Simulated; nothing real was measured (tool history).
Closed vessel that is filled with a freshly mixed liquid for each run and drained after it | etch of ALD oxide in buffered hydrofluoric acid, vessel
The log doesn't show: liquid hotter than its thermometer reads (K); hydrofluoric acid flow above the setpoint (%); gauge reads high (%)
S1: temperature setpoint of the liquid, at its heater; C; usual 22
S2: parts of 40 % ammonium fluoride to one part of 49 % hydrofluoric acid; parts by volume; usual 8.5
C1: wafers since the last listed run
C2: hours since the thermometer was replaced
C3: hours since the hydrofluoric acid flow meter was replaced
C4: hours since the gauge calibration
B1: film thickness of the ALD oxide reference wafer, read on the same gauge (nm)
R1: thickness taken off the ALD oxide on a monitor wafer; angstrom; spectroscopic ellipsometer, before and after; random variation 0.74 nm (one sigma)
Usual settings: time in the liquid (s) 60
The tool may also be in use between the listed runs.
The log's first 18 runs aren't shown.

run 19 day=72.3 | S1=20 S2=6 time_in_the_liquid_(s)=30 | C1=19060 C2=2388.8 C3=1257.7 C4=940.6 | B1=120 | R1=918
-- day=74.783 thermometer replaced
run 20 day=76.2 | S1=22 S2=11 time_in_the_liquid_(s)=40 | C1=5826 C2=34 C3=1351.3 C4=1034.2 | B1=120.06 | R1=747
run 21 day=77.917 | S1=26.5 S2=11.5 time_in_the_liquid_(s)=60 | C1=2592 C2=75.2 C3=1392.5 C4=1075.4 | B1=119.97 | R1=1379
-- day=80.621 hydrofluoric acid flow meter replaced
run 22 day=80.988 | S1=18.5 S2=5.5 time_in_the_liquid_(s)=40 | C1=4574 C2=148.9 C3=8.8 C4=1149.1 | B1=119.98 | R1=1165.1
run 23 day=86.508 | S1=22 S2=8.5 time_in_the_liquid_(s)=60 | C1=8337 C2=281.4 C3=141.3 C4=1281.6 | B1=119.96 | R1=1404.3
run 24 day=90.662 | S1=18.5 S2=5.5 time_in_the_liquid_(s)=40 | C1=6273 C2=381.1 C3=241 C4=1381.3 | B1=120.03 | R1=1168.1
run 25 day=94.925 | S1=17.5 S2=7.5 time_in_the_liquid_(s)=35 | C1=6437 C2=483.4 C3=343.3 C4=1483.6 | B1=120 | R1=729
run 26 day=96.646 | S1=25 S2=6 time_in_the_liquid_(s)=90 | C1=2598 C2=524.7 C3=384.6 C4=1524.9 | B1=120.03 | R1=3542.9
run 27 day=98.712 | S1=25.5 S2=6 time_in_the_liquid_(s)=80 | C1=3121 C2=574.3 C3=434.2 C4=1574.5 | B1=119.99 | R1=3215.1
run 28 day=101.604 | S1=22 S2=8.5 time_in_the_liquid_(s)=60 | C1=4367 C2=643.7 C3=503.6 C4=1643.9 | B1=119.99 | R1=1416.7
run 29 day=103.733 | S1=22 S2=8.5 time_in_the_liquid_(s)=60 | C1=3215 C2=694.8 C3=554.7 C4=1695 | B1=120.01 | R1=1417.9
run 30 day=106.804 | S1=22 S2=8.5 time_in_the_liquid_(s)=40 | C1=4637 C2=768.5 C3=628.4 C4=1768.7 | B1=120 | R1=947.3

Forecast each of these 3 alternatives for the next run:
run A day=106.833 | S1=22 S2=8.5 time_in_the_liquid_(s)=60 | C1=44 C2=769.2 C3=629.1 C4=1769.4 | B1=? | R1=?
run B day=106.833 | S1=24 S2=8.5 time_in_the_liquid_(s)=60 | C1=44 C2=769.2 C3=629.1 C4=1769.4 | B1=? | R1=?
run C day=106.833 | S1=25.5 S2=10.5 time_in_the_liquid_(s)=60 | C1=44 C2=769.2 C3=629.1 C4=1769.4 | B1=? | R1=?

run=A B1=119.99 R1=1405.4
run=B B1=119.99 R1=1568
run=C B1=119.99 R1=1426.6
Without the tool's hidden state the same runs would have given:
run=A R1=1385.4
run=B R1=1546
run=C R1=1406.7
